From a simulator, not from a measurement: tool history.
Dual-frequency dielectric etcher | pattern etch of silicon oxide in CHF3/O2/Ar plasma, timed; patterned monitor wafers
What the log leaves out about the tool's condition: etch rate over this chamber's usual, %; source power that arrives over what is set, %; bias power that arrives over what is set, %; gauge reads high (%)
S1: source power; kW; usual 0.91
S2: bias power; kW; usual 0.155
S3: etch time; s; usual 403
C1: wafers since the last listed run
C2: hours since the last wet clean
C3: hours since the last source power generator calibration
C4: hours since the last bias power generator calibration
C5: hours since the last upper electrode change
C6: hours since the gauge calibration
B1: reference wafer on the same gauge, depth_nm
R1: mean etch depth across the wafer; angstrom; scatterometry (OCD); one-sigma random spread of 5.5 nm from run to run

run 1 hour=0 | S1=0.91 S2=0.155 S3=403 | C1=0 C2=560.1 C3=1746.6 C4=2536.5 C5=2301.4 C6=1280.9 | B1=849.4 | R1=8946
run 2 hour=53.9 | S1=0.91 S2=0.155 S3=499 | C1=267 C2=614 C3=1800.5 C4=2590.4 C5=2355.3 C6=1334.8 | B1=849.6 | R1=11176
-- hour=101.9 wet clean of the chamber
run 3 hour=121.2 | S1=0.91 S2=0.155 S3=499 | C1=215 C2=19.3 C3=1867.8 C4=2657.7 C5=2422.6 C6=1402.1 | B1=849.3 | R1=10810
run 4 hour=179.8 | S1=0.91 S2=0.155 S3=499 | C1=291 C2=77.9 C3=1926.4 C4=2716.3 C5=2481.2 C6=1460.7 | B1=849.5 | R1=10704
run 5 hour=272.1 | S1=0.91 S2=0.155 S3=403 | C1=458 C2=170.2 C3=2018.7 C4=2808.6 C5=2573.5 C6=1553 | B1=848.9 | R1=8796
run 6 hour=346.2 | S1=0.82 S2=0.134 S3=403 | C1=368 C2=244.3 C3=2092.8 C4=2882.7 C5=2647.6 C6=1627.1 | B1=850.8 | R1=7975
run 7 hour=423.8 | S1=0.91 S2=0.155 S3=403 | C1=385 C2=321.9 C3=2170.4 C4=2960.3 C5=2725.2 C6=1704.7 | B1=848.5 | R1=8957
run 8 hour=603.4 | S1=0.91 S2=0.155 S3=403 | C1=892 C2=501.5 C3=2350 C4=3139.9 C5=2904.8 C6=1884.3 | B1=848.8 | R1=8979
-- hour=686.1 wet clean of the chamber
run 9 hour=694.5 | S1=0.91 S2=0.171 S3=472.5 | C1=333 C2=8.4 C3=2441.1 C4=3231 C5=2995.9 C6=1975.4 | B1=848.4 | R1=10675
-- hour=768 upper electrode replaced
run 10 hour=793.7 | S1=0.7 S2=0.155 S3=403 | C1=373 C2=107.6 C3=2540.3 C4=3330.2 C5=25.7 C6=2074.6 | B1=849.3 | R1=7865
-- hour=814.1 gauge calibrated
-- hour=817.6 source power generator calibrated
run 11 hour=878.4 | S1=0.91 S2=0.155 S3=403 | C1=401 C2=192.3 C3=60.8 C4=3414.9 C5=110.4 C6=64.3 | B1=849.7 | R1=8820
run 12 hour=918.6 | S1=0.74 S2=0.136 S3=365 | C1=199 C2=232.5 C3=101 C4=3455.1 C5=150.6 C6=104.5 | B1=847.7 | R1=6901
run 13 hour=1011.3 | S1=1.1 S2=0.171 S3=349 | C1=460 C2=325.2 C3=193.7 C4=3547.8 C5=243.3 C6=197.2 | B1=849.5 | R1=8761
run 14 hour=1048.7 | S1=0.73 S2=0.134 S3=500.5 | C1=185 C2=362.6 C3=231.1 C4=3585.2 C5=280.7 C6=234.6 | B1=849.6 | R1=9546
run 15 hour=1140.1 | S1=0.73 S2=0.126 S3=296.5 | C1=454 C2=454 C3=322.5 C4=3676.6 C5=372.1 C6=326 | B1=850.5 | R1=5535
run 16 hour=1207.2 | S1=0.91 S2=0.155 S3=510.5 | C1=333 C2=521.1 C3=389.6 C4=3743.7 C5=439.2 C6=393.1 | B1=848.7 | R1=11625
-- hour=1275.4 wet clean of the chamber
run 17 hour=1275.9 | S1=1.14 S2=0.185 S3=299.5 | C1=222 C2=0.5 C3=458.3 C4=3812.4 C5=507.9 C6=461.8 | B1=850.1 | R1=7693
run 18 hour=1425.3 | S1=0.91 S2=0.155 S3=403 | C1=742 C2=149.9 C3=607.7 C4=3961.8 C5=657.3 C6=611.2 | B1=849 | R1=8763
run 19 hour=1520.1 | S1=0.91 S2=0.155 S3=403 | C1=471 C2=244.7 C3=702.5 C4=4056.6 C5=752.1 C6=706 | B1=849.2 | R1=9006
run 20 hour=1566.6 | S1=0.99 S2=0.117 S3=488 | C1=231 C2=291.2 C3=749 C4=4103.1 C5=798.6 C6=752.5 | B1=848.3 | R1=10022
run 21 hour=1615 | S1=0.91 S2=0.172 S3=403 | C1=240 C2=339.6 C3=797.4 C4=4151.5 C5=847 C6=800.9 | B1=848.5 | R1=9349
-- hour=1669.1 bias power generator calibrated
run 22 hour=1748.1 | S1=0.84 S2=0.122 S3=287 | C1=641 C2=472.7 C3=930.5 C4=79 C5=980.1 C6=934 | B1=849.3 | R1=5623
run 23 hour=1807.7 | S1=1.04 S2=0.181 S3=403 | C1=296 C2=532.3 C3=990.1 C4=138.6 C5=1039.7 C6=993.6 | B1=849.4 | R1=10273
-- hour=1840.1 wet clean of the chamber
run 24 hour=1861.2 | S1=0.91 S2=0.155 S3=403 | C1=146 C2=21.1 C3=1043.6 C4=192.1 C5=1093.2 C6=1047.1 | B1=848.3 | R1=8703
run 25 hour=1932.1 | S1=0.74 S2=0.186 S3=480.5 | C1=352 C2=92 C3=1114.5 C4=263 C5=1164.1 C6=1118 | B1=848.7 | R1=10593
run 26 hour=1981.2 | S1=0.74 S2=0.155 S3=439 | C1=244 C2=141.1 C3=1163.6 C4=312.1 C5=1213.2 C6=1167.1 | B1=848.6 | R1=8905
run 27 hour=2068.4 | S1=1.04 S2=0.173 S3=318 | C1=433 C2=228.3 C3=1250.8 C4=399.3 C5=1300.4 C6=1254.3 | B1=848.4 | R1=7790
run 28 hour=2160.7 | S1=0.91 S2=0.155 S3=403 | C1=458 C2=320.6 C3=1343.1 C4=491.6 C5=1392.7 C6=1346.6 | B1=849.7 | R1=9007
run 29 hour=2252.1 | S1=0.91 S2=0.14 S3=403 | C1=454 C2=412 C3=1434.5 C4=583 C5=1484.1 C6=1438 | B1=849.2 | R1=8653
run 30 hour=2342.9 | S1=0.76 S2=0.134 S3=403 | C1=451 C2=502.8 C3=1525.3 C4=673.8 C5=1574.9 C6=1528.8 | B1=849.3 | R1=7930

Branching from run 30: 3 alternative next runs. What would each branch give?
run A hour=2343.4 | S1=0.91 S2=0.155 S3=403 | C1=2 C2=503.3 C3=1525.8 C4=674.3 C5=1575.4 C6=1529.3 | B1=? | R1=?
run B hour=2343.4 | S1=0.91 S2=0.179 S3=440.5 | C1=2 C2=503.3 C3=1525.8 C4=674.3 C5=1575.4 C6=1529.3 | B1=? | R1=?
run C hour=2343.4 | S1=0.77 S2=0.141 S3=403 | C1=2 C2=503.3 C3=1525.8 C4=674.3 C5=1575.4 C6=1529.3 | B1=? | R1=?

run=A B1=847.4 R1=9095
run=B B1=847.4 R1=10560
run=C B1=847.4 R1=8144
Without the tool's hidden state the same runs would have given:
run=A R1=8646
run=B R1=10039
run=C R1=7743
